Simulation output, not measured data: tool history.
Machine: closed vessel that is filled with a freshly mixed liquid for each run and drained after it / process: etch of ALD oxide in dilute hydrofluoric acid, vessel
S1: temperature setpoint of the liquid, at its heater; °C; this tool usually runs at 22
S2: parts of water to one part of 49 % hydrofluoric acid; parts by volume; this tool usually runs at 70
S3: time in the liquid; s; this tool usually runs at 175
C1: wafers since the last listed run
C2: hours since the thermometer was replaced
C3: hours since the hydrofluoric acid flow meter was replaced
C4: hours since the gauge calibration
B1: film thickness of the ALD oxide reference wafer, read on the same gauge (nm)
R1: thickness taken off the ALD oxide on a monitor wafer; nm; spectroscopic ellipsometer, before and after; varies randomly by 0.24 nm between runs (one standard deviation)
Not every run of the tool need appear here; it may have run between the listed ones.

run,hour,S1,S2,S3,C1,C2,C3,C4,B1,R1
1,0,19,85,175,0,869.8,184.5,595.8,108.44,19.6
2,28.5,19,85,175,2511,898.3,213,624.3,108.28,20.12
3,63.7,19,85,175,3102,933.5,248.2,659.5,108.08,20.06
4,102.3,26,70,140,3402,972.1,286.8,698.1,107.83,26.04
5,141.4,26,70,140,3446,1011.2,325.9,737.2,107.62,25.4
6,211.4,26,70,140,6169,1081.2,395.9,807.2,107.05,25.42
7,258.7,22,70,175,4168,1128.5,443.2,854.5,106.75,27.48
8,312.6,22,70,175,4750,1182.4,497.1,908.4,106.27,27.37
# hour 354.5: gauge calibrated
9,371.8,22,70,175,5217,1241.6,556.3,17.3,109.54,27.94
# hour 378.7: hydrofluoric acid flow meter replaced
10,426.9,22,70,175,4768,1296.7,48.2,72.4,109.53,28.17
11,453.3,18.5,70,220,2326,1323.1,74.6,98.8,109.52,30.4
12,492.4,18,45,230,3446,1362.2,113.7,137.9,109.44,49.85
13,534.9,19,85,175,3745,1404.7,156.2,180.4,109.41,19.95
14,563.9,18.5,45,230,2555,1433.7,185.2,209.4,109.37,51.81
15,627.4,26.5,100,125,5596,1497.2,248.7,272.9,109.22,16.29
16,658.6,25.5,105,110,2749,1528.4,279.9,304.1,109.13,12.9
# hour 677.3: thermometer replaced
17,702.2,19,55,215,3754,24.9,323.5,347.7,108.96,39.83
18,764.7,22,70,175,5508,87.4,386,410.2,108.77,27.98
19,795.2,25.5,85,175,2688,117.9,416.5,440.7,108.63,25.96
20,858.1,19.5,35,275,5543,180.8,479.4,503.6,108.41,81.65

For each run, what was the tool's unlogged condition?
liquid colder than its thermometer reads (K): 0 across all the runs
hydrofluoric acid flow below the setpoint (%): 0 across all the runs
H1: gauge reads high (%)
run,H1
1,-1.42
2,-1.57
3,-1.76
4,-1.98
5,-2.21
6,-2.66
7,-2.99
8,-3.38
9,-0.41
10,-0.43
11,-0.449
12,-0.488
13,-0.544
14,-0.591
15,-0.719
16,-0.794
17,-0.912
18,-1.11
19,-1.22
20,-1.47
